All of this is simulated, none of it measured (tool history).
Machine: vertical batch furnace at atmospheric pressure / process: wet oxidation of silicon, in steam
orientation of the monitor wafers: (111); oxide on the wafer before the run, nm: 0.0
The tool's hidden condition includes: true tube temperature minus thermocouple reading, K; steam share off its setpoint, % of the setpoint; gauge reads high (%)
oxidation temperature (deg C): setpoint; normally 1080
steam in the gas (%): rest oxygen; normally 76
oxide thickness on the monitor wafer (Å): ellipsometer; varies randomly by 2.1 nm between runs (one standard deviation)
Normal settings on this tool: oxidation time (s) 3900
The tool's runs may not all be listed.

run,hour,oxidation temperature (deg C),oxidation time (s),steam in the gas (%),wafers since the last listed run,hours since the last temperature calibration,hours since the steam generator was serviced,hours since the gauge calibration,"read-back reference wafer on the same gauge, thickness",oxide thickness on the monitor wafer (Å)
1,0,1080,2460,76,0,4555.2,1181.8,26.9,738.67,4945
2,32.2,1080,2430,76,286,4587.4,1214,59.1,738.98,4907.4
3,67.6,1080,2430,76,314,4622.8,1249.4,94.5,741.27,4935.1
4,81.5,1080,3900,78,123,4636.7,1263.3,108.4,740.78,6477.6
5,105.8,1080,3900,78,216,4661,1287.6,132.7,741.81,6519.5
6,136.8,1080,3900,76,275,4692,1318.6,163.7,742.18,6424.6
7,149.6,1080,3900,76,113,4704.8,1331.4,176.5,743.86,6433.5
8,163,1080,3900,76,119,4718.2,1344.8,189.9,743.55,6454.4
9,195.6,1080,4530,76,290,4750.8,1377.4,222.5,742.84,6983.8
10,216.8,1080,4530,76,188,4772,1398.6,243.7,743.84,6974.7
11,236,1064,3900,81,170,4791.2,1417.8,262.9,742.56,6251.2
# hour 278.6: gauge calibrated
# hour 286.9: thermocouples replaced and temperature profile calibrated
# hour 310.7: steam generator serviced
12,311.2,1062,4830,76,244,24.3,0.5,32.6,738.52,6729
13,317.1,1080,3900,81,52,30.2,6.4,38.5,740.19,6624.6
14,323,1094,3900,76,52,36.1,12.3,44.4,740.88,6740.9
15,349.4,1069,5070,68,234,62.5,38.7,70.8,742.84,6703.2
16,377.9,1080,3900,76,253,91,67.2,99.3,742.69,6399.4
17,405.9,1062,2550,82,249,119,95.2,127.3,744.91,4916.8

Expected results for the next run?
18,432.3,1092,5760,85,234,145.4,121.6,153.7,?,?

For run 18 the tool returned read-back reference wafer on the same gauge, thickness 743.11, oxide thickness on the monitor wafer (Å) 8805.1.
If the tool had no hidden condition, the same run with the same run-to-run variation would have returned oxide thickness on the monitor wafer (Å) 8701.4.
